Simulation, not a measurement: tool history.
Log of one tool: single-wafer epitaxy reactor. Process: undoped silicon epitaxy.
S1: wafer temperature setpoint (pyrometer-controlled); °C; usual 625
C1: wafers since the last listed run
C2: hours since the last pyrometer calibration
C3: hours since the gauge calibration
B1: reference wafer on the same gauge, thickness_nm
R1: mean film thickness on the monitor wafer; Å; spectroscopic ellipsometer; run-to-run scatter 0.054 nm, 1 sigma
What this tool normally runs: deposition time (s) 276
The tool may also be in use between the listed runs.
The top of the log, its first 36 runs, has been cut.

Run 37, day 113.871: usual settings but deposition time (s) 261; C1 438; C2 1634.2; C3 1242.4; B1 29.21. Result: R1 250 Å.
Run 38, day 118.075: usual settings but deposition time (s) 292; C1 651; C2 1735.1; C3 1343.3; B1 29.181. Result: R1 278.88 Å.
Run 39, day 121.596: usual settings but S1 613 °C, deposition time (s) 318; C1 545; C2 1819.6; C3 1427.8; B1 29.183. Result: R1 220.49 Å.
Run 40, day 125.017: usual settings; C1 530; C2 1901.7; C3 1509.9; B1 29.181. Result: R1 264.2 Å.
Run 41, day 129.238: usual settings but S1 635 °C, deposition time (s) 312; C1 654; C2 2003; C3 1611.2; B1 29.212. Result: R1 386.5 Å.
Run 42, day 133.304: usual settings but deposition time (s) 307; C1 630; C2 2100.6; C3 1708.8; B1 29.193. Result: R1 294.44 Å.
Run 43, day 136.417: usual settings but S1 619 °C, deposition time (s) 232; C1 482; C2 2175.3; C3 1783.5; B1 29.201. Result: R1 189 Å.
At day 138.204: pyrometer calibrated.
Run 44, day 138.225: usual settings; C1 228; C2 0.5; C3 1826.9; B1 29.198. Result: R1 257.07 Å.
Run 45, day 140.825: usual settings; C1 403; C2 62.9; C3 1889.3; B1 29.205. Result: R1 257.87 Å.

Predict each of these 5 candidate next runs independently; none follows another, all start after run 45:
Run A, day 140.846: usual settings but deposition time (s) 245; C1 3; C2 63.4; C3 1889.8; B1 ?. Result: R1 ?.
Run B, day 140.846: usual settings but S1 634 °C, deposition time (s) 261; C1 3; C2 63.4; C3 1889.8; B1 ?. Result: R1 ?.
Run C, day 140.846: usual settings but S1 633 °C, deposition time (s) 249; C1 3; C2 63.4; C3 1889.8; B1 ?. Result: R1 ?.
Run D, day 140.846: usual settings but S1 613 °C, deposition time (s) 262; C1 3; C2 63.4; C3 1889.8; B1 ?. Result: R1 ?.
Run E, day 140.846: usual settings but S1 615 °C; C1 3; C2 63.4; C3 1889.8; B1 ?. Result: R1 ?.

run      B1      R1
  A  29.181  229.25
  B  29.181  308.45
  C  29.181  286.81
  D  29.181  178.07
  E  29.181  197.99
Stripped of hidden state, with their random variation kept, the same runs would have yielded:
run      R1
  A  229.02
  B  308.15
  C  286.52
  D  177.89
  E  197.79

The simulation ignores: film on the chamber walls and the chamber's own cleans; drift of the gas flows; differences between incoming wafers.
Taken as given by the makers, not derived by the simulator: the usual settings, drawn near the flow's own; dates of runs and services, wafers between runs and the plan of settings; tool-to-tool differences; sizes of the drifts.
